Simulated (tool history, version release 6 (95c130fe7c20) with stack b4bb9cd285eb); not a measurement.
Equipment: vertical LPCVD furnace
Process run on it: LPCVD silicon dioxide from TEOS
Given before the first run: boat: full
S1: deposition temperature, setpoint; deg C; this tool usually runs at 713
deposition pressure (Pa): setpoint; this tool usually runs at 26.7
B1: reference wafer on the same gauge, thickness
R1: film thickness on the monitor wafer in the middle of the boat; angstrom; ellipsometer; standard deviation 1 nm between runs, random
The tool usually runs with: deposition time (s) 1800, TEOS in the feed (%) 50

{"run": 1, "day": 0.0, "S1": 713, "deposition pressure (Pa)": 26.7, "deposition time (s)": 1800, "TEOS in the feed (%)": 50, "B1": 188.23, "R1": 1992.0}
{"run": 2, "day": 4.058, "S1": 713, "deposition pressure (Pa)": 26.7, "deposition time (s)": 1800, "TEOS in the feed (%)": 50, "B1": 188.09, "R1": 1984.7}
{"run": 3, "day": 7.196, "S1": 713, "deposition pressure (Pa)": 26.7, "deposition time (s)": 1800, "TEOS in the feed (%)": 50, "B1": 188.1, "R1": 1990.2}
{"run": 4, "day": 10.9, "S1": 713, "deposition pressure (Pa)": 26.7, "deposition time (s)": 2370, "TEOS in the feed (%)": 50, "B1": 188.0, "R1": 2638.6}
{"run": 5, "day": 14.3, "S1": 713, "deposition pressure (Pa)": 26.7, "deposition time (s)": 1800, "TEOS in the feed (%)": 50, "B1": 188.06, "R1": 1998.2}
{"run": 6, "day": 18.217, "S1": 713, "deposition pressure (Pa)": 26.7, "deposition time (s)": 1800, "TEOS in the feed (%)": 50, "B1": 188.28, "R1": 1996.2}
{"day": 19.825, "done": "gauge calibrated"}
{"day": 21.825, "done": "thermocouples replaced and temperature profile calibrated"}
{"run": 7, "day": 21.846, "S1": 713, "deposition pressure (Pa)": 26.7, "deposition time (s)": 1800, "TEOS in the feed (%)": 50, "B1": 188.16, "R1": 1986.3}
{"run": 8, "day": 25.821, "S1": 721, "deposition pressure (Pa)": 26.7, "deposition time (s)": 1800, "TEOS in the feed (%)": 50, "B1": 187.95, "R1": 2385.6}
{"run": 9, "day": 29.046, "S1": 713, "deposition pressure (Pa)": 26.7, "deposition time (s)": 1800, "TEOS in the feed (%)": 50, "B1": 188.02, "R1": 1987.4}
{"run": 10, "day": 40.121, "S1": 713, "deposition pressure (Pa)": 28.7, "deposition time (s)": 1800, "TEOS in the feed (%)": 50, "B1": 187.87, "R1": 2057.5}
{"run": 11, "day": 41.812, "S1": 716, "deposition pressure (Pa)": 29.3, "deposition time (s)": 1500, "TEOS in the feed (%)": 42, "B1": 188.09, "R1": 1690.2}
{"run": 12, "day": 45.729, "S1": 704, "deposition pressure (Pa)": 26.7, "deposition time (s)": 1800, "TEOS in the feed (%)": 50, "B1": 188.32, "R1": 1621.3}
{"day": 47.917, "done": "TEOS flow controller replaced"}
{"day": 48.304, "done": "pressure gauge zeroed"}
{"run": 13, "day": 48.325, "S1": 723, "deposition pressure (Pa)": 23.3, "deposition time (s)": 1620, "TEOS in the feed (%)": 53, "B1": 188.19, "R1": 2179.2}
{"run": 14, "day": 50.062, "S1": 705, "deposition pressure (Pa)": 28.7, "deposition time (s)": 1410, "TEOS in the feed (%)": 45, "B1": 188.02, "R1": 1271.2}
{"run": 15, "day": 52.65, "S1": 705, "deposition pressure (Pa)": 28.7, "deposition time (s)": 1410, "TEOS in the feed (%)": 45, "B1": 188.22, "R1": 1272.2}
{"run": 16, "day": 56.308, "S1": 713, "deposition pressure (Pa)": 26.7, "deposition time (s)": 1290, "TEOS in the feed (%)": 50, "B1": 188.07, "R1": 1447.6}

Run 17, settings as shown, results not yet in. Your forecast:
{"run": 17, "day": 60.417, "S1": 707, "deposition pressure (Pa)": 24.7, "deposition time (s)": 1800, "TEOS in the feed (%)": 55, "B1": "?", "R1": "?"}

{"run 17": {"B1": 187.88, "R1": 1755.0}}
Were there no unlogged condition in the tool, this run, its random variation unchanged, would have produced R1 1755.0 angstrom.
